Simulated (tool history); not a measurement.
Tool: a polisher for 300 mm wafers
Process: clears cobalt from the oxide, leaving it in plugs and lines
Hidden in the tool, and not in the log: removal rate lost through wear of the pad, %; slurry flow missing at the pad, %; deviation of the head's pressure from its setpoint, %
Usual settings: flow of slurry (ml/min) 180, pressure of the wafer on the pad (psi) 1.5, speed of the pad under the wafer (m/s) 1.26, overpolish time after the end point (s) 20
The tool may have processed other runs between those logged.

run	day	flow of slurry (ml/min)	pressure of the wafer on the pad (psi)	speed of the pad under the wafer (m/s)	overpolish time after the end point (s)	wafers since the last listed run	wafers polished on this pad	hours since the slurry nozzle was cleaned	hours since the head pressure was calibrated	incoming thickness of the incoming film, nm	time until the end point was called (s)	dishing of a wide line in a test structure (Å)
1	0	145	1.5	1.26	20	0	1	421.3	695.4	217.7	40.8	506
2	0.325	145	1.5	1.26	20	69	70	429.1	703.2	216.9	39.9	495
3	0.758	200	1.8	1.26	20	92	163	439.5	713.6	219.1	33.4	539
4	2.558	180	1.5	1.26	20	385	549	482.7	756.8	216.2	40.1	506
5	3.033	180	1.5	1.26	20	101	650	494.1	768.2	220.8	40.8	504
6	3.717	180	1.5	1.26	20	146	797	510.5	784.6	223.6	41.5	504
7	4.45	180	1.4	1.26	20	157	954	528.1	802.2	220.4	43.7	488
8	4.792	180	1.7	1.62	20	73	1027	536.3	810.4	219.9	29	540
# day 4.983: slurry nozzle cleaned
9	5.138	180	1.7	1.62	20	65	1092	3.7	818.7	218.7	28.1	556
10	5.742	180	1.7	1.62	20	129	1222	18.2	833.2	219.2	29.4	549
# day 5.996: head pressure recalibrated
11	6.029	180	1.2	1.06	26	43	1265	25.1	0.8	220.7	65.8	483
# day 6.592: worn pad replaced by a new one
12	6.704	235	1.5	1.26	20	108	24	41.3	17	222.2	38.2	509
13	7.396	180	1.5	0.9	20	148	172	57.9	33.6	220.1	57.5	446
14	7.942	130	1.5	1.26	25	116	289	71	46.7	220.3	42.7	540
15	8.383	180	1.5	1.26	20	94	383	81.6	57.3	218.5	39.4	506
16	8.908	180	1.3	1.46	20	112	496	94.2	69.9	221	41.1	493
17	9.412	210	1.9	1.26	27	107	604	106.3	82	221.7	31.3	579
18	9.742	180	1.5	1.64	32	70	674	114.2	89.9	224.4	31.9	587
19	10.133	180	1.7	1.62	20	83	758	123.6	99.3	220.2	29.2	552
20	10.6	150	1.5	1.26	27	99	858	134.8	110.5	216.7	41.5	540

Forecast each of these 3 alternatives for the next run:
A	10.617	125	1.5	1.26	20	3	862	135.2	110.9	221.4	?	?
B	10.617	135	1.5	1.26	16	3	862	135.2	110.9	221.4	?	?
C	10.617	230	1.3	1.26	28	3	862	135.2	110.9	221.4	?	?

run	time until the end point was called (s)	dishing of a wide line in a test structure (Å)
A	43	501
B	42.5	456
C	46.1	549
With no hidden state in the tool, these same runs would have given:
run	time until the end point was called (s)	dishing of a wide line in a test structure (Å)
A	40.1	514
B	39.7	471
C	43.1	559

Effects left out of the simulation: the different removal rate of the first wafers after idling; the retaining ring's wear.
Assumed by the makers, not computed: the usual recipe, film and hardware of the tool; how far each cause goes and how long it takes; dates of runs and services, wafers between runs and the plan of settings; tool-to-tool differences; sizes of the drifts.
